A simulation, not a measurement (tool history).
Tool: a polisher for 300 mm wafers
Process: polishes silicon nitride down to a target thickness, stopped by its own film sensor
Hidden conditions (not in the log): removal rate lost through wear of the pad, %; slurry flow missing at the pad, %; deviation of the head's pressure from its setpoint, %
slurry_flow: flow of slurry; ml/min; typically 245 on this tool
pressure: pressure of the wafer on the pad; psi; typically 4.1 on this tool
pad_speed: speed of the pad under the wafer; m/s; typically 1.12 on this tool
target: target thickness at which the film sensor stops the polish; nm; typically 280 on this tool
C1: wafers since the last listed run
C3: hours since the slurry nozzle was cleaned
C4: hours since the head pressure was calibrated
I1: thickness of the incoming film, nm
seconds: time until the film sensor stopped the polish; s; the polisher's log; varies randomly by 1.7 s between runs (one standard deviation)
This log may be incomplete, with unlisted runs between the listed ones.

{"run": 1, "hour": 0.0, "slurry_flow": 245, "pressure": 4.1, "pad_speed": 1.12, "target": 280, "C1": 0, "wafers polished on this pad": 31, "C3": 159.6, "C4": 1194.5, "I1": 518.5, "seconds": 120.6}
{"run": 2, "hour": 11.1, "slurry_flow": 245, "pressure": 4.1, "pad_speed": 1.12, "target": 280, "C1": 69, "wafers polished on this pad": 101, "C3": 170.7, "C4": 1205.6, "I1": 512, "seconds": 118.7}
{"run": 3, "hour": 24.4, "slurry_flow": 245, "pressure": 4.1, "pad_speed": 1.12, "target": 280, "C1": 83, "wafers polished on this pad": 184, "C3": 184, "C4": 1218.9, "I1": 520, "seconds": 124.2}
{"run": 4, "hour": 42.1, "slurry_flow": 245, "pressure": 4.1, "pad_speed": 1.12, "target": 280, "C1": 110, "wafers polished on this pad": 295, "C3": 201.7, "C4": 1236.6, "I1": 514.2, "seconds": 121.8}
{"run": 5, "hour": 58.2, "slurry_flow": 245, "pressure": 4.1, "pad_speed": 1.12, "target": 280, "C1": 100, "wafers polished on this pad": 396, "C3": 217.8, "C4": 1252.7, "I1": 523.7, "seconds": 126.8}
{"run": 6, "hour": 68.9, "slurry_flow": 245, "pressure": 4.1, "pad_speed": 1.12, "target": 280, "C1": 66, "wafers polished on this pad": 462, "C3": 228.5, "C4": 1263.4, "I1": 512.9, "seconds": 119.1}
{"run": 7, "hour": 85.5, "slurry_flow": 245, "pressure": 4.1, "pad_speed": 0.88, "target": 280, "C1": 103, "wafers polished on this pad": 566, "C3": 245.1, "C4": 1280, "I1": 515.5, "seconds": 142.2}
{"run": 8, "hour": 92.3, "slurry_flow": 245, "pressure": 4.1, "pad_speed": 0.88, "target": 280, "C1": 42, "wafers polished on this pad": 609, "C3": 251.9, "C4": 1286.8, "I1": 516.6, "seconds": 142.1}
{"run": 9, "hour": 108.5, "slurry_flow": 245, "pressure": 4.1, "pad_speed": 0.88, "target": 280, "C1": 101, "wafers polished on this pad": 710, "C3": 268.1, "C4": 1303, "I1": 525.4, "seconds": 145.7}
{"run": 10, "hour": 119.2, "slurry_flow": 245, "pressure": 4.1, "pad_speed": 1.12, "target": 280, "C1": 66, "wafers polished on this pad": 777, "C3": 278.8, "C4": 1313.7, "I1": 514.9, "seconds": 124}
{"hour": 155.4, "done": "worn pad replaced by a new one"}
{"run": 11, "hour": 155.9, "slurry_flow": 245, "pressure": 4.1, "pad_speed": 1.12, "target": 280, "C1": 204, "wafers polished on this pad": 2, "C3": 315.5, "C4": 1350.4, "I1": 510.9, "seconds": 122.5}
{"run": 12, "hour": 170.0, "slurry_flow": 245, "pressure": 4.1, "pad_speed": 1.12, "target": 280, "C1": 88, "wafers polished on this pad": 91, "C3": 329.6, "C4": 1364.5, "I1": 519.7, "seconds": 122.5}
{"hour": 178.6, "done": "slurry nozzle cleaned"}
{"run": 13, "hour": 180.9, "slurry_flow": 245, "pressure": 4.1, "pad_speed": 1.12, "target": 280, "C1": 61, "wafers polished on this pad": 153, "C3": 2.3, "C4": 1375.4, "I1": 520.1, "seconds": 133.7}
{"run": 14, "hour": 198.6, "slurry_flow": 245, "pressure": 4.1, "pad_speed": 1.12, "target": 280, "C1": 110, "wafers polished on this pad": 263, "C3": 20, "C4": 1393.1, "I1": 523.7, "seconds": 134.5}
{"run": 15, "hour": 208.4, "slurry_flow": 245, "pressure": 2.8, "pad_speed": 0.92, "target": 280, "C1": 61, "wafers polished on this pad": 325, "C3": 29.8, "C4": 1402.9, "I1": 525.6, "seconds": 209.1}
{"run": 16, "hour": 219.1, "slurry_flow": 245, "pressure": 4.1, "pad_speed": 0.88, "target": 280, "C1": 66, "wafers polished on this pad": 392, "C3": 40.5, "C4": 1413.6, "I1": 508.2, "seconds": 150.3}
{"run": 17, "hour": 235.9, "slurry_flow": 245, "pressure": 4.6, "pad_speed": 1.12, "target": 280, "C1": 105, "wafers polished on this pad": 497, "C3": 57.3, "C4": 1430.4, "I1": 530.5, "seconds": 129}
{"run": 18, "hour": 250.1, "slurry_flow": 245, "pressure": 4.1, "pad_speed": 0.88, "target": 280, "C1": 88, "wafers polished on this pad": 585, "C3": 71.5, "C4": 1444.6, "I1": 516.4, "seconds": 158.1}
{"hour": 252.2, "done": "slurry nozzle cleaned, repeated, since the last time left the tool worse"}
{"run": 19, "hour": 260.0, "slurry_flow": 245, "pressure": 4.1, "pad_speed": 1.12, "target": 280, "C1": 55, "wafers polished on this pad": 641, "C3": 7.8, "C4": 1454.5, "I1": 516.2, "seconds": 121.3}
{"run": 20, "hour": 275.8, "slurry_flow": 315, "pressure": 4.1, "pad_speed": 1.12, "target": 280, "C1": 98, "wafers polished on this pad": 740, "C3": 23.6, "C4": 1470.3, "I1": 521.5, "seconds": 119.9}
{"hour": 293.1, "done": "head pressure recalibrated"}
{"run": 21, "hour": 293.6, "slurry_flow": 245, "pressure": 4.1, "pad_speed": 1.12, "target": 280, "C1": 98, "wafers polished on this pad": 839, "C3": 41.4, "C4": 0.5, "I1": 529.9, "seconds": 127.6}
{"hour": 301.4, "done": "worn pad replaced by a new one"}
{"run": 22, "hour": 306.1, "slurry_flow": 210, "pressure": 4.5, "pad_speed": 1.12, "target": 280, "C1": 53, "wafers polished on this pad": 29, "C3": 53.9, "C4": 13, "I1": 526.6, "seconds": 119.7}
{"run": 23, "hour": 321.3, "slurry_flow": 315, "pressure": 4.1, "pad_speed": 1.12, "target": 280, "C1": 95, "wafers polished on this pad": 124, "C3": 69.1, "C4": 28.2, "I1": 525, "seconds": 119.4}
{"run": 24, "hour": 333.7, "slurry_flow": 285, "pressure": 4.1, "pad_speed": 1.12, "target": 343, "C1": 77, "wafers polished on this pad": 201, "C3": 81.5, "C4": 40.6, "I1": 517.4, "seconds": 88.1}
{"run": 25, "hour": 345.1, "slurry_flow": 245, "pressure": 4.1, "pad_speed": 1.38, "target": 280, "C1": 71, "wafers polished on this pad": 273, "C3": 92.9, "C4": 52, "I1": 513.5, "seconds": 106.5}
{"run": 26, "hour": 361.6, "slurry_flow": 280, "pressure": 4.1, "pad_speed": 1.12, "target": 207, "C1": 103, "wafers polished on this pad": 376, "C3": 109.4, "C4": 68.5, "I1": 520.2, "seconds": 155.2}
{"run": 27, "hour": 374.0, "slurry_flow": 300, "pressure": 4.1, "pad_speed": 0.98, "target": 280, "C1": 77, "wafers polished on this pad": 453, "C3": 121.8, "C4": 80.9, "I1": 510.9, "seconds": 128.7}
{"run": 28, "hour": 427.9, "slurry_flow": 315, "pressure": 4.7, "pad_speed": 1.12, "target": 280, "C1": 337, "wafers polished on this pad": 791, "C3": 175.7, "C4": 134.8, "I1": 519.2, "seconds": 107.9}

What differs in the tool's unlogged condition from the final listed run ahead of each entry between runs to the first listed run following it?
Logged between run 10 and run 11: worn pad replaced by a new one (hour 155.4)
  slurry flow missing at the pad, %: 22.3 -> 25.1
  difference, measured minus the result without the unlogged condition, seconds: +3.8 -> +4.3 s
Logged between run 12 and run 13: slurry nozzle cleaned (hour 178.6)
  slurry flow missing at the pad, %: 26.1 -> 46.7
  difference, measured minus the result without the unlogged condition, seconds: +4.5 -> +11.8 s
Logged between run 18 and run 19: slurry nozzle cleaned, repeated, since the last time left the tool worse (hour 252.2)
  slurry flow missing at the pad, %: 52 -> 5.49
  difference, measured minus the result without the unlogged condition, seconds: +17 -> +0.8 s
Logged between run 20 and run 21: head pressure recalibrated (hour 293.1)
  slurry flow missing at the pad, %: 6.69 -> 8.04
  difference, measured minus the result without the unlogged condition, seconds: +0.8 -> +1.2 s
Logged between run 21 and run 22: worn pad replaced by a new one (hour 301.4)
  slurry flow missing at the pad, %: 8.04 -> 8.99
  difference, measured minus the result without the unlogged condition, seconds: +1.2 -> +1.4 s

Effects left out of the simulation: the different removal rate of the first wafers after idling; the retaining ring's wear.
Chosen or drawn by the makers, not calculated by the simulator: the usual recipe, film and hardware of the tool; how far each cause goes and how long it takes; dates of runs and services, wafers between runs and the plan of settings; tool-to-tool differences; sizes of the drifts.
